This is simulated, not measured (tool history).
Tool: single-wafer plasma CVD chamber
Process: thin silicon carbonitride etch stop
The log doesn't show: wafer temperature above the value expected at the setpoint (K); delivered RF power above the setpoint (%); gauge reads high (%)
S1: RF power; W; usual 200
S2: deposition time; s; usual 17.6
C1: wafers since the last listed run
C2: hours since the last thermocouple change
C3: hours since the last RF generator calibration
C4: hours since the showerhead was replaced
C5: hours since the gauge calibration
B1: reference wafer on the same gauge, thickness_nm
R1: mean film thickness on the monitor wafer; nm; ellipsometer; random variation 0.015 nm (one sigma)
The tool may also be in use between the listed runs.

run	hour	S1	S2	C1	C2	C3	C4	C5	B1	R1
1	0	200	17.6	0	1826.4	2316.3	4967.1	70.6	10.244	10.11
2	16	200	17.6	398	1842.4	2332.3	4983.1	86.6	10.236	10.138
3	24.6	200	17.6	214	1851	2340.9	4991.7	95.2	10.23	10.142
4	37.1	200	17.6	311	1863.5	2353.4	5004.2	107.7	10.231	10.137
5	52.2	200	17.6	375	1878.6	2368.5	5019.3	122.8	10.233	10.132
6	63.2	200	17.6	273	1889.6	2379.5	5030.3	133.8	10.23	10.117
# hour 72.1: gauge calibrated
# hour 74.6: showerhead replaced
7	75.1	200	17.6	97	1901.5	2391.4	0.5	3	10.293	10.187
8	88.2	200	17.6	326	1914.6	2404.5	13.6	16.1	10.281	10.178
9	98.4	210	17.6	253	1924.8	2414.7	23.8	26.3	10.274	10.28
# hour 113.5: RF generator calibrated
10	114	200	17.6	189	1940.4	0.5	39.4	41.9	10.261	10.153
# hour 127: thermocouple changed; heater temperature recalibrated
11	127.5	160	17.6	136	0.5	14	52.9	55.4	10.255	9.598
12	142.5	215	19.1	373	15.5	29	67.9	70.4	10.248	11.217
13	153.9	200	17.6	283	26.9	40.4	79.3	81.8	10.249	10.148

Forecast run 14:
14	160.7	215	15	169	33.7	47.2	86.1	88.6	?	?

{"run 14": {"B1": 10.246, "R1": 8.796}}
Without the tool's hidden state the same run would have given R1 8.843 nm.
